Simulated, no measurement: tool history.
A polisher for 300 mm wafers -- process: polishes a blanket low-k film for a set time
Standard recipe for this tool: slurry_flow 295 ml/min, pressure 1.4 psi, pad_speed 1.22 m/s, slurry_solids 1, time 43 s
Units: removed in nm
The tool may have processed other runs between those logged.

| run | hour | slurry_flow | pressure | pad_speed | slurry_solids | time | wafers since the last listed run | wafers polished on this pad | hours since the slurry nozzle was cleaned | hours since the head pressure was calibrated | hours since the slurry blender was calibrated | hours since the conditioning disc was replaced | incoming thickness of the incoming film, nm | removed |
|---|---|---|---|---|---|---|---|---|---|---|---|---|---|---|
| 1 | 0 | 295 | 1.8 | 1.02 | 1 | 55 | 0 | 45 | 12.4 | 73.9 | 264.4 | 0.5 | 507.4 | 24.6 |
| 2 | 17.3 | 295 | 1.4 | 1.22 | 1.15 | 43 | 221 | 267 | 29.7 | 91.2 | 281.7 | 17.8 | 504.1 | 18.8 |
|  | 37 | slurry blender recalibrated |
| 3 | 50.5 | 295 | 1.4 | 1.54 | 1 | 43 | 399 | 666 | 62.9 | 124.4 | 13.5 | 51 | 513.2 | 21.5 |
| 4 | 70.5 | 295 | 1.4 | 1.22 | 1 | 43 | 256 | 922 | 82.9 | 144.4 | 33.5 | 71 | 513.6 | 17.7 |
| 5 | 103.9 | 295 | 1.4 | 1.22 | 1 | 43 | 427 | 1350 | 116.3 | 177.8 | 66.9 | 104.4 | 506.8 | 17.2 |
| 6 | 162.8 | 295 | 1.4 | 1.22 | 0.85 | 43 | 754 | 2104 | 175.2 | 236.7 | 125.8 | 163.3 | 506.1 | 16.1 |
| 7 | 197.4 | 295 | 1.9 | 0.92 | 1.2 | 32 | 443 | 2548 | 209.8 | 271.3 | 160.4 | 197.9 | 510.8 | 13.6 |
| 8 | 219.9 | 295 | 1.4 | 1.22 | 1 | 43 | 288 | 2836 | 232.3 | 293.8 | 182.9 | 220.4 | 502.2 | 16.1 |
| 9 | 250 | 295 | 1.4 | 1.22 | 1 | 39 | 385 | 3221 | 262.4 | 323.9 | 213 | 250.5 | 503.7 | 14.2 |
|  | 269.4 | worn pad replaced by a new one |
| 10 | 284.1 | 295 | 1.8 | 1.34 | 0.8 | 43 | 385 | 188 | 296.5 | 358 | 247.1 | 284.6 | 507.3 | 23 |
|  | 292 | conditioning disc replaced and pad reconditioned |
|  | 312.5 | slurry blender recalibrated |
| 11 | 314.8 | 295 | 1.4 | 1.22 | 1 | 43 | 341 | 530 | 327.2 | 388.7 | 2.3 | 22.8 | 505.2 | 18 |
| 12 | 334.4 | 340 | 1.4 | 1 | 1 | 43 | 251 | 781 | 346.8 | 408.3 | 21.9 | 42.4 | 517 | 15.2 |
|  | 395 | slurry nozzle cleaned |
| 13 | 396.1 | 215 | 1.4 | 1.06 | 1.1 | 57 | 777 | 1559 | 1.1 | 470 | 83.6 | 104.1 | 514.1 | 21.1 |
| 14 | 419.4 | 295 | 1.4 | 1.58 | 1 | 36 | 298 | 1857 | 24.4 | 493.3 | 106.9 | 127.4 | 509.1 | 17.9 |
| 15 | 452.9 | 295 | 1.4 | 0.94 | 1 | 43 | 429 | 2286 | 57.9 | 526.8 | 140.4 | 160.9 | 510.4 | 13.6 |
| 16 | 480.7 | 295 | 1.4 | 1.22 | 1 | 33 | 356 | 2642 | 85.7 | 554.6 | 168.2 | 188.7 | 514.1 | 12.9 |
| 17 | 495.4 | 295 | 0.9 | 1.22 | 1 | 43 | 188 | 2830 | 100.4 | 569.3 | 182.9 | 203.4 | 515.8 | 10.9 |
|  | 507.6 | worn pad replaced by a new one |
| 18 | 523.4 | 295 | 1.8 | 1.22 | 1 | 55 | 307 | 202 | 128.4 | 597.3 | 210.9 | 231.4 | 510.3 | 28.4 |
|  | 579.9 | conditioning disc replaced and pad reconditioned |
|  | 599.8 | slurry blender recalibrated |
| 19 | 609.6 | 235 | 1.1 | 0.94 | 1 | 32 | 1052 | 1255 | 214.6 | 683.5 | 9.8 | 29.7 | 507.1 | 8.3 |
| 20 | 643.1 | 295 | 1.4 | 1.22 | 0.85 | 43 | 429 | 1684 | 248.1 | 717 | 43.3 | 63.2 | 516.8 | 15.8 |

What does the tool deliver on the next run?
| 21 | 672 | 295 | 1.4 | 1.22 | 1 | 43 | 370 | 2054 | 277 | 745.9 | 72.2 | 92.1 | 507.2 | ? |

removed: 16.8 nm
Without the tool's hidden state the same run would have given removed 18 nm.

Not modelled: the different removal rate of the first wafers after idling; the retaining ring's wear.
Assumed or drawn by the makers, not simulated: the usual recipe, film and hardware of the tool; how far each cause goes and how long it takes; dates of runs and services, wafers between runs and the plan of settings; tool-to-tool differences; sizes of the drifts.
